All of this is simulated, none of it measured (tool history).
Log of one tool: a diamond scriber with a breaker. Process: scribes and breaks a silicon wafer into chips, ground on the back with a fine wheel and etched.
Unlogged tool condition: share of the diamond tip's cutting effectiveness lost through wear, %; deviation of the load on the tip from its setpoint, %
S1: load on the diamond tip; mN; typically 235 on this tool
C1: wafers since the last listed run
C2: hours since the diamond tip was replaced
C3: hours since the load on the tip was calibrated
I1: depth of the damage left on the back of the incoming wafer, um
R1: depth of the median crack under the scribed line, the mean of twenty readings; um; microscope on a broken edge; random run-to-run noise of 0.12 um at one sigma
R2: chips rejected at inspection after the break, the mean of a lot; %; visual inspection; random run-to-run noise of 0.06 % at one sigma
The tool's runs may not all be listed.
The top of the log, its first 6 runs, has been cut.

{"run": 7, "hour": 667.0, "S1": 235, "C1": 259, "C2": 458.2, "C3": 683.4, "I1": 0.45, "R1": 9.32, "R2": 2.6}
{"hour": 687.4, "done": "diamond tip replaced by a new one"}
{"run": 8, "hour": 760.7, "S1": 235, "C1": 319, "C2": 73.3, "C3": 777.1, "I1": 0.79, "R1": 9.44, "R2": 2.65}
{"run": 9, "hour": 847.0, "S1": 235, "C1": 301, "C2": 159.6, "C3": 863.4, "I1": 0.43, "R1": 9.37, "R2": 2.7}
{"run": 10, "hour": 939.5, "S1": 235, "C1": 322, "C2": 252.1, "C3": 955.9, "I1": 0.67, "R1": 9.28, "R2": 2.72}
{"hour": 967.5, "done": "load on the tip recalibrated"}
{"run": 11, "hour": 986.8, "S1": 235, "C1": 158, "C2": 299.4, "C3": 19.3, "I1": 0.48, "R1": 9.78, "R2": 1.69}
{"run": 12, "hour": 1055.5, "S1": 235, "C1": 239, "C2": 368.1, "C3": 88, "I1": 0.59, "R1": 9.66, "R2": 1.91}
{"run": 13, "hour": 1131.5, "S1": 208, "C1": 265, "C2": 444.1, "C3": 164, "I1": 0.33, "R1": 8.92, "R2": 3.6}
{"hour": 1157.4, "done": "diamond tip replaced by a new one"}
{"run": 14, "hour": 1432.8, "S1": 190, "C1": 1044, "C2": 275.4, "C3": 465.3, "I1": 0.35, "R1": 8.28, "R2": 7.02}
{"run": 15, "hour": 1482.5, "S1": 235, "C1": 173, "C2": 325.1, "C3": 515, "I1": 0.37, "R1": 9.23, "R2": 2.69}
{"run": 16, "hour": 1567.4, "S1": 235, "C1": 296, "C2": 410, "C3": 599.9, "I1": 0.65, "R1": 9.2, "R2": 2.87}
{"run": 17, "hour": 1631.5, "S1": 235, "C1": 223, "C2": 474.1, "C3": 664, "I1": 0.57, "R1": 9.13, "R2": 2.83}
{"hour": 1637.6, "done": "diamond tip replaced by a new one"}
{"run": 18, "hour": 1702.2, "S1": 206, "C1": 239, "C2": 64.6, "C3": 734.7, "I1": 0.44, "R1": 8.63, "R2": 5.26}
{"hour": 1740.8, "done": "load on the tip recalibrated"}
{"run": 19, "hour": 1765.9, "S1": 302, "C1": 215, "C2": 128.3, "C3": 25.1, "I1": 0.5, "R1": 11.45, "R2": 4.07}
{"run": 20, "hour": 1812.8, "S1": 286, "C1": 163, "C2": 175.2, "C3": 72, "I1": 0.57, "R1": 10.75, "R2": 2.64}
{"run": 21, "hour": 1895.1, "S1": 235, "C1": 287, "C2": 257.5, "C3": 154.3, "I1": 0.66, "R1": 9.66, "R2": 2.08}
{"run": 22, "hour": 1986.4, "S1": 280, "C1": 318, "C2": 348.8, "C3": 245.6, "I1": 0.57, "R1": 10.2, "R2": 1.85}
{"run": 23, "hour": 2124.5, "S1": 267, "C1": 481, "C2": 486.9, "C3": 383.7, "I1": 0.6, "R1": 9.66, "R2": 1.72}
{"run": 24, "hour": 2169.5, "S1": 278, "C1": 156, "C2": 531.9, "C3": 428.7, "I1": 0.5, "R1": 10.29, "R2": 1.72}
{"run": 25, "hour": 2218.5, "S1": 235, "C1": 170, "C2": 580.9, "C3": 477.7, "I1": 0.32, "R1": 9.12, "R2": 2.49}
{"hour": 2264.4, "done": "diamond tip replaced by a new one"}
{"run": 26, "hour": 2267.5, "S1": 235, "C1": 163, "C2": 3.1, "C3": 526.7, "I1": 0.36, "R1": 9.08, "R2": 2.67}
{"run": 27, "hour": 2346.4, "S1": 187, "C1": 275, "C2": 82, "C3": 605.6, "I1": 0.54, "R1": 8.32, "R2": 7.57}
{"run": 28, "hour": 2473.6, "S1": 296, "C1": 443, "C2": 209.2, "C3": 732.8, "I1": 0.51, "R1": 10.17, "R2": 1.93}
{"run": 29, "hour": 2541.9, "S1": 170, "C1": 238, "C2": 277.5, "C3": 801.1, "I1": 0.44, "R1": 7.66, "R2": 10.73}
{"hour": 2564.3, "done": "load on the tip recalibrated"}
{"run": 30, "hour": 2585.3, "S1": 304, "C1": 144, "C2": 320.9, "C3": 21, "I1": 0.56, "R1": 11.22, "R2": 4.89}

Each row is a separate what-if for the run after 30, all from the same tool condition, not one after another. Results?
{"run": "A", "hour": 2585.8, "S1": 169, "C1": 1, "C2": 321.4, "C3": 21.5, "I1": 0.53, "R1": "?", "R2": "?"}
{"run": "B", "hour": 2585.8, "S1": 193, "C1": 1, "C2": 321.4, "C3": 21.5, "I1": 0.53, "R1": "?", "R2": "?"}
{"run": "C", "hour": 2585.8, "S1": 194, "C1": 1, "C2": 321.4, "C3": 21.5, "I1": 0.53, "R1": "?", "R2": "?"}

run=A R1=8.54 R2=5.77
run=B R1=9.11 R2=3.21
run=C R1=9.14 R2=3.14
Without the tool's unlogged condition, the same runs would have read:
run=A R1=8.51 R2=5.99
run=B R1=9.07 R2=3.35
run=C R1=9.1 R2=3.27
